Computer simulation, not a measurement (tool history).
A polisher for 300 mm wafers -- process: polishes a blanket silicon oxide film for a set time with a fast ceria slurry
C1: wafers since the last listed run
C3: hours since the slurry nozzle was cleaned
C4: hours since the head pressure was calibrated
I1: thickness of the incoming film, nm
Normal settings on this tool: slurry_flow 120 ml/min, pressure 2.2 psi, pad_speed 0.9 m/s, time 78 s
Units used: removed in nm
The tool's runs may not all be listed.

run 1 hour=0 | slurry_flow=120 pressure=2.2 pad_speed=0.82 time=78 | C1=0 wafers_polished_on_this_pad=4343 C3=662.4 C4=470 | I1=2889.6 | removed=880.7
run 2 hour=38.8 | slurry_flow=120 pressure=2.2 pad_speed=0.9 time=78 | C1=546 wafers_polished_on_this_pad=4889 C3=701.2 C4=508.8 | I1=2927.9 | removed=957.2
-- hour=51.9 slurry nozzle cleaned
run 3 hour=84.7 | slurry_flow=120 pressure=2.2 pad_speed=0.9 time=78 | C1=632 wafers_polished_on_this_pad=5522 C3=32.8 C4=554.7 | I1=2891.3 | removed=993.3
-- hour=92.6 worn pad replaced by a new one
run 4 hour=165.2 | slurry_flow=120 pressure=2.2 pad_speed=0.9 time=78 | C1=1077 wafers_polished_on_this_pad=1022 C3=113.3 C4=635.2 | I1=2882.4 | removed=983.9
run 5 hour=231.9 | slurry_flow=120 pressure=2.2 pad_speed=1.1 time=78 | C1=939 wafers_polished_on_this_pad=1962 C3=180 C4=701.9 | I1=2950.9 | removed=1174.9
run 6 hour=301.5 | slurry_flow=120 pressure=2.2 pad_speed=0.9 time=78 | C1=980 wafers_polished_on_this_pad=2942 C3=249.6 C4=771.5 | I1=2903.9 | removed=999
run 7 hour=384.3 | slurry_flow=100 pressure=2.2 pad_speed=0.9 time=78 | C1=1166 wafers_polished_on_this_pad=4109 C3=332.4 C4=854.3 | I1=2936 | removed=951.1
run 8 hour=454.2 | slurry_flow=120 pressure=2.2 pad_speed=1.04 time=78 | C1=984 wafers_polished_on_this_pad=5094 C3=402.3 C4=924.2 | I1=2954.4 | removed=1118.7
-- hour=524.6 worn pad replaced by a new one
run 9 hour=532.3 | slurry_flow=120 pressure=2.2 pad_speed=1.04 time=78 | C1=1044 wafers_polished_on_this_pad=108 C3=480.4 C4=1002.3 | I1=2907.4 | removed=1113.9
run 10 hour=586.4 | slurry_flow=120 pressure=2.2 pad_speed=1.04 time=78 | C1=762 wafers_polished_on_this_pad=870 C3=534.5 C4=1056.4 | I1=2948.4 | removed=1114.3
run 11 hour=634.9 | slurry_flow=120 pressure=2.2 pad_speed=0.9 time=78 | C1=683 wafers_polished_on_this_pad=1553 C3=583 C4=1104.9 | I1=2949.8 | removed=976.3
run 12 hour=733 | slurry_flow=120 pressure=2.2 pad_speed=0.9 time=78 | C1=1382 wafers_polished_on_this_pad=2935 C3=681.1 C4=1203 | I1=2952.3 | removed=959.6
run 13 hour=814.6 | slurry_flow=150 pressure=2.2 pad_speed=0.9 time=78 | C1=1149 wafers_polished_on_this_pad=4085 C3=762.7 C4=1284.6 | I1=2957.3 | removed=1002.5
-- hour=821.8 head pressure recalibrated
-- hour=883.6 slurry nozzle cleaned
run 14 hour=892.9 | slurry_flow=80 pressure=2 pad_speed=0.72 time=55 | C1=1060 wafers_polished_on_this_pad=5146 C3=9.3 C4=71.1 | I1=2915.1 | removed=501.2
-- hour=957.1 worn pad replaced by a new one
run 15 hour=993.7 | slurry_flow=120 pressure=2.2 pad_speed=1.04 time=78 | C1=1363 wafers_polished_on_this_pad=515 C3=110.1 C4=171.9 | I1=2954.1 | removed=1116.3
run 16 hour=1054.9 | slurry_flow=120 pressure=2.2 pad_speed=0.76 time=78 | C1=862 wafers_polished_on_this_pad=1378 C3=171.3 C4=233.1 | I1=2910.6 | removed=860.9
run 17 hour=1099.4 | slurry_flow=120 pressure=2.2 pad_speed=0.9 time=78 | C1=627 wafers_polished_on_this_pad=2005 C3=215.8 C4=277.6 | I1=2913.7 | removed=1009.4
run 18 hour=1157.3 | slurry_flow=120 pressure=2.2 pad_speed=0.9 time=78 | C1=815 wafers_polished_on_this_pad=2821 C3=273.7 C4=335.5 | I1=2957.2 | removed=996.3
-- hour=1395 worn pad replaced by a new one
run 19 hour=1478.8 | slurry_flow=120 pressure=2.7 pad_speed=0.9 time=78 | C1=4473 wafers_polished_on_this_pad=1180 C3=595.2 C4=657 | I1=2930.5 | removed=1133.2
run 20 hour=1568.1 | slurry_flow=100 pressure=2.2 pad_speed=0.9 time=89 | C1=1258 wafers_polished_on_this_pad=2439 C3=684.5 C4=746.3 | I1=2899.4 | removed=1041.6
-- hour=1581.2 slurry nozzle cleaned
run 21 hour=1661.7 | slurry_flow=120 pressure=2.2 pad_speed=0.74 time=78 | C1=1304 wafers_polished_on_this_pad=3743 C3=80.5 C4=839.9 | I1=2903.8 | removed=840.8
-- hour=1836.5 worn pad replaced by a new one
run 22 hour=1851 | slurry_flow=120 pressure=2.2 pad_speed=0.9 time=65 | C1=2610 wafers_polished_on_this_pad=204 C3=269.8 C4=1029.2 | I1=2894.3 | removed=825.1
run 23 hour=1902.6 | slurry_flow=120 pressure=2.6 pad_speed=1.08 time=78 | C1=727 wafers_polished_on_this_pad=931 C3=321.4 C4=1080.8 | I1=2921.3 | removed=1301.3
run 24 hour=1981.2 | slurry_flow=120 pressure=2.2 pad_speed=0.72 time=58 | C1=1107 wafers_polished_on_this_pad=2039 C3=400 C4=1159.4 | I1=2935.2 | removed=599
run 25 hour=2069 | slurry_flow=100 pressure=2.7 pad_speed=0.9 time=78 | C1=1237 wafers_polished_on_this_pad=3276 C3=487.8 C4=1247.2 | I1=2919.8 | removed=1082.7
run 26 hour=2164 | slurry_flow=80 pressure=1.8 pad_speed=0.78 time=62 | C1=1338 wafers_polished_on_this_pad=4614 C3=582.8 C4=1342.2 | I1=2875.5 | removed=529.9

Take each entry between the runs: how does the hidden state at the last listed run before it differ from the hidden state at the first listed run after it?
Run 2 -> run 3: slurry nozzle cleaned (hour 51.9)
  slurry flow missing at the pad, %: 20.3 -> 0.263
  measured result minus the result with no hidden state, removed: -45.5 -> -0.5 nm
Run 3 -> run 4: worn pad replaced by a new one (hour 92.6)
  slurry flow missing at the pad, %: 0.263 -> 0.702
  measured result minus the result with no hidden state, removed: -0.5 -> -1.3 nm
Run 8 -> run 9: worn pad replaced by a new one (hour 524.6)
  slurry flow missing at the pad, %: 6.26 -> 8.84
  measured result minus the result with no hidden state, removed: -14.1 -> -20.3 nm
Run 13 -> run 14: head pressure recalibrated (hour 821.8); slurry nozzle cleaned (hour 883.6)
  slurry flow missing at the pad, %: 21.9 -> 1.4
  measured result minus the result with no hidden state, removed: -43.6 -> -1.8 nm
Run 14 -> run 15: worn pad replaced by a new one (hour 957.1)
  slurry flow missing at the pad, %: 1.4 -> 1.85
  measured result minus the result with no hidden state, removed: -1.8 -> -3.9 nm
Run 18 -> run 19: worn pad replaced by a new one (hour 1395)
  slurry flow missing at the pad, %: 4.19 -> 14.6
  measured result minus the result with no hidden state, removed: -8.2 -> -36.4 nm
Run 20 -> run 21: slurry nozzle cleaned (hour 1581.2)
  slurry flow missing at the pad, %: 18.9 -> 3.61
  measured result minus the result with no hidden state, removed: -52.4 -> -5.9 nm
Run 21 -> run 22: worn pad replaced by a new one (hour 1836.5)
  slurry flow missing at the pad, %: 3.61 -> 6.08
  measured result minus the result with no hidden state, removed: -5.9 -> -10 nm

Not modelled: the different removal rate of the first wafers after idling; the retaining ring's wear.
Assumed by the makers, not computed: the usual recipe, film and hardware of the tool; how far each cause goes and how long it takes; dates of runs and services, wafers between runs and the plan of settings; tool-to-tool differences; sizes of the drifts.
